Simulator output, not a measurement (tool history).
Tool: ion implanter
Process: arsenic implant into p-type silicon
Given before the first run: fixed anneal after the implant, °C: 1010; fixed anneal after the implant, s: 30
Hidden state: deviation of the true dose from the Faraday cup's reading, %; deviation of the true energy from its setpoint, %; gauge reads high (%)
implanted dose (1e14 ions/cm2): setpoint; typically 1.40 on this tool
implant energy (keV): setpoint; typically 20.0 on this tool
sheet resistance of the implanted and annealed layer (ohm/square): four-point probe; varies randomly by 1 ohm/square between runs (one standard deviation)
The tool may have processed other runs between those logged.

run	day	implanted dose (1e14 ions/cm2)	implant energy (keV)	wafers since the last listed run	hours since the last dose calibration	hours since the extraction supply was calibrated	hours since the gauge calibration	read-back reference wafer on the same gauge, sheet resistance	sheet resistance of the implanted and annealed layer (ohm/square)
1	0.000	1.17	20.0	0	2298.5	4404.3	95.0	548.32	555.75
2	0.621	1.67	23.5	143	2313.4	4419.2	109.9	547.70	421.07
3	1.942	1.67	23.5	305	2345.1	4450.9	141.6	548.25	420.68
4	3.358	1.14	20.0	327	2379.1	4484.9	175.6	547.79	567.46
5	4.258	1.14	20.0	208	2400.7	4506.5	197.2	547.91	569.51
6	4.808	1.14	20.0	127	2413.9	4519.7	210.4	548.31	568.21
7	6.142	1.40	20.0	308	2445.9	4551.7	242.4	548.06	490.12
8	7.054	1.40	20.0	211	2467.8	4573.6	264.3	548.59	489.20
9	7.900	1.40	20.0	195	2488.1	4593.9	284.6	548.36	492.10
10	9.025	1.40	20.0	260	2515.1	4620.9	311.6	548.15	489.85
11	10.475	1.40	20.0	335	2549.9	4655.7	346.4	548.14	491.15
12	11.804	1.40	20.0	307	2581.8	4687.6	378.3	548.10	493.23
13	12.921	1.21	20.0	258	2608.6	4714.4	405.1	547.45	545.42
# day 13.142: gauge calibrated
14	13.433	1.40	20.0	118	2620.9	4726.7	7.0	547.46	493.68
15	14.100	1.40	20.0	154	2636.9	4742.7	23.0	548.06	490.67
16	14.708	1.40	20.0	140	2651.5	4757.3	37.6	547.65	493.05
17	15.712	1.19	22.5	232	2675.6	4781.4	61.7	547.42	543.52
18	16.312	1.66	23.0	138	2690.0	4795.8	76.1	548.29	423.92
19	17.550	1.40	20.0	286	2719.7	4825.5	105.8	548.20	494.80
# day 18.129: extraction supply calibrated
20	19.004	1.64	16.5	259	2754.6	21.0	140.7	548.15	452.32
21	20.362	1.40	20.0	314	2787.2	53.6	173.3	547.79	494.22
22	20.904	1.71	16.0	125	2800.2	66.6	186.3	547.91	440.04
# day 21.700: Faraday cup replaced and dose calibrated
23	22.121	1.01	15.5	204	10.1	95.8	215.5	548.06	622.89
24	23.900	1.65	16.0	411	52.8	138.5	258.2	547.82	431.42
25	24.750	1.80	26.5	196	73.2	158.9	278.6	547.79	377.64
26	27.600	1.25	26.5	659	141.6	227.3	347.0	547.27	489.60
27	28.946	1.73	26.5	311	173.9	259.6	379.3	548.27	388.08

What if the next run were any one of these 4? Each begins from the tool's condition after run 27:
A	28.962	1.01	20.0	3	174.3	260.0	379.7	?	?
B	28.962	1.62	20.0	3	174.3	260.0	379.7	?	?
C	28.962	1.40	14.0	3	174.3	260.0	379.7	?	?
D	28.962	1.67	14.0	3	174.3	260.0	379.7	?	?

run	read-back reference wafer on the same gauge, sheet resistance	sheet resistance of the implanted and annealed layer (ohm/square)
A	547.82	597.11
B	547.82	424.41
C	547.82	496.83
D	547.82	434.92
Without the tool's unlogged condition, the same runs would have read:
run	sheet resistance of the implanted and annealed layer (ohm/square)
A	596.53
B	423.98
C	496.32
D	434.46
